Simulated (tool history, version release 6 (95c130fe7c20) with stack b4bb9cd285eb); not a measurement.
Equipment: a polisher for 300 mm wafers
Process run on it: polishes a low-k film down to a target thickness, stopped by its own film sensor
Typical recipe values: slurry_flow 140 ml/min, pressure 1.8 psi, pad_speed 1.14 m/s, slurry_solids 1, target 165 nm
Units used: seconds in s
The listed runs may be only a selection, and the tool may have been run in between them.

| run | hour | slurry_flow | pressure | pad_speed | slurry_solids | target | incoming thickness of the incoming film, nm | seconds |
|---|---|---|---|---|---|---|---|---|
| 1 | 0 | 140 | 1.8 | 1.14 | 0.85 | 172 | 219 | 137.3 |
| 2 | 17.9 | 140 | 1.2 | 1.14 | 1 | 165 | 221.6 | 222.3 |
|  | 31.5 | slurry blender recalibrated |
| 3 | 34.3 | 115 | 1.6 | 1.14 | 0.7 | 165 | 217 | 180.4 |
| 4 | 49.1 | 140 | 1.2 | 1.14 | 1 | 165 | 222.8 | 209.7 |
| 5 | 97.4 | 140 | 2.2 | 0.92 | 1 | 165 | 224.3 | 137.7 |
| 6 | 106.2 | 140 | 1.8 | 1.14 | 1 | 165 | 220 | 132.1 |
| 7 | 117.7 | 140 | 1.8 | 1.14 | 1 | 165 | 222.5 | 137.3 |
|  | 132 | worn pad replaced by a new one |
| 8 | 132.5 | 140 | 2 | 1.14 | 1 | 165 | 217.4 | 113.6 |
| 9 | 137.8 | 120 | 1.8 | 0.86 | 1 | 165 | 223.8 | 191.3 |
| 10 | 144.5 | 140 | 1.8 | 1.14 | 1 | 165 | 219.8 | 128 |
|  | 150.9 | slurry nozzle cleaned |
| 11 | 158.1 | 140 | 1.8 | 1.14 | 1.15 | 165 | 220.2 | 122.3 |
| 12 | 167.6 | 110 | 2 | 1.14 | 0.7 | 171 | 217 | 125.3 |
| 13 | 181.6 | 140 | 2.1 | 1.14 | 1.2 | 165 | 218.3 | 99.1 |
| 14 | 194.8 | 140 | 1.8 | 1.14 | 1 | 165 | 223.7 | 141 |
|  | 201.5 | conditioning disc replaced and pad reconditioned |
| 15 | 210.1 | 140 | 2.2 | 1.14 | 1 | 165 | 218.7 | 108.8 |
| 16 | 217.5 | 140 | 1.8 | 1.14 | 1 | 165 | 220 | 137.7 |
| 17 | 235.3 | 185 | 1.8 | 1.14 | 1 | 148 | 221.2 | 168.4 |
| 18 | 250.3 | 140 | 1.8 | 1.14 | 1 | 165 | 220.7 | 135.2 |
| 19 | 258.9 | 140 | 1.3 | 1.14 | 1.3 | 179 | 216.2 | 113.2 |
|  | 263.8 | worn pad replaced by a new one |
| 20 | 276.7 | 140 | 1.8 | 1.14 | 1.2 | 154 | 223.5 | 157.9 |
| 21 | 289.8 | 175 | 1.8 | 0.9 | 1 | 165 | 221.5 | 167.9 |
| 22 | 299.8 | 140 | 2.3 | 1.14 | 1 | 156 | 220.7 | 133.1 |
| 23 | 309.6 | 140 | 2.2 | 1.14 | 1 | 172 | 219.7 | 100.7 |
| 24 | 322.7 | 140 | 1.8 | 1.14 | 1.2 | 165 | 216.1 | 118.1 |
| 25 | 339.3 | 140 | 1.8 | 1.14 | 1.25 | 165 | 219.7 | 127.1 |

Each row is a separate what-if for the run after 25, all from the same tool condition, not one after another. Results?
| A | 339.8 | 110 | 1.8 | 1.14 | 1 | 165 | 221.1 | ? |
| B | 339.8 | 140 | 2.1 | 1.14 | 1 | 165 | 221.1 | ? |
| C | 339.8 | 125 | 1.8 | 1.14 | 1 | 172 | 221.1 | ? |
| D | 339.8 | 140 | 1.4 | 1.14 | 1 | 165 | 221.1 | ? |
| E | 339.8 | 190 | 2.2 | 1.14 | 0.85 | 175 | 221.1 | ? |

| run | seconds |
|---|---|
| A | 151.2 |
| B | 122.5 |
| C | 128.2 |
| D | 183.8 |
| E | 100.2 |
Stripped of hidden state, with their random variation kept, the same runs would have yielded:
| run | seconds |
|---|---|
| A | 136.9 |
| B | 110.9 |
| C | 116.1 |
| D | 166.4 |
| E | 89.9 |

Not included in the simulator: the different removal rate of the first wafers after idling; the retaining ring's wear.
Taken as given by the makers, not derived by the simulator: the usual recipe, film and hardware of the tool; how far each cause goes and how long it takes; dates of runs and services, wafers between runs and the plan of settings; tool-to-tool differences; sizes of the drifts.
